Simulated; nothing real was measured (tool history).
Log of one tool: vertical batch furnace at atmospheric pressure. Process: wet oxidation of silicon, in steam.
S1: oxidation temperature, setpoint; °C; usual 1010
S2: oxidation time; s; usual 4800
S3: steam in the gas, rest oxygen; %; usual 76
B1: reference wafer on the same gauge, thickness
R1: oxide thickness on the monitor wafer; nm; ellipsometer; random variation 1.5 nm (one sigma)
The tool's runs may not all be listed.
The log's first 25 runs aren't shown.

Run 26, day 54.967: usual settings; B1 451.01. Result: R1 457.45 nm.
Run 27, day 57.100: usual settings but S1 989 °C, S2 4080 s; B1 451.21. Result: R1 351.28 nm.
At day 58.825: gauge calibrated.
Run 28, day 60.283: usual settings; B1 451.14. Result: R1 455.17 nm.
Run 29, day 62.575: usual settings; B1 451.12. Result: R1 457.79 nm.
Run 30, day 64.338: usual settings but S1 1033 °C, S2 2970 s, S3 68 %; B1 450.74. Result: R1 358.98 nm.
Run 31, day 65.500: usual settings but S1 1017 °C, S2 6030 s; B1 450.78. Result: R1 555.84 nm.
Run 32, day 68.300: usual settings but S1 989 °C, S2 6360 s; B1 450.84. Result: R1 476.21 nm.
Run 33, day 69.883: usual settings but S1 1022 °C, S2 3990 s, S3 79 %; B1 450.87. Result: R1 452.25 nm.
Run 34, day 70.958: usual settings but S2 7050 s, S3 64 %; B1 450.76. Result: R1 524.90 nm.
Run 35, day 72.962: usual settings but S1 1021 °C, S2 3420 s, S3 83 %; B1 451.13. Result: R1 413.55 nm.
Run 36, day 74.867: usual settings but S1 1023 °C, S2 5910 s, S3 86 %; B1 451.22. Result: R1 610.02 nm.
Run 37, day 77.458: usual settings but S1 1028 °C, S3 67 %; B1 451.24. Result: R1 473.40 nm.
Run 38, day 78.900: usual settings but S1 1017 °C, S2 3180 s, S3 72 %; B1 451.07. Result: R1 352.54 nm.

Forecast each of these 4 alternatives for the next run:
Run A, day 79.096: usual settings; B1 ?. Result: R1 ?.
Run B, day 79.096: usual settings but S3 70 %; B1 ?. Result: R1 ?.
Run C, day 79.096: usual settings but S1 1023 °C, S2 3240 s, S3 67 %; B1 ?. Result: R1 ?.
Run D, day 79.096: usual settings but S1 994 °C, S2 2820 s, S3 71 %; B1 ?. Result: R1 ?.

run      B1      R1
  A  450.53  457.45
  B  450.53  433.22
  C  450.53  353.34
  D  450.53  266.72
Without the tool's hidden state the same runs would have given:
run      R1
  A  456.47
  B  432.20
  C  352.43
  D  265.36

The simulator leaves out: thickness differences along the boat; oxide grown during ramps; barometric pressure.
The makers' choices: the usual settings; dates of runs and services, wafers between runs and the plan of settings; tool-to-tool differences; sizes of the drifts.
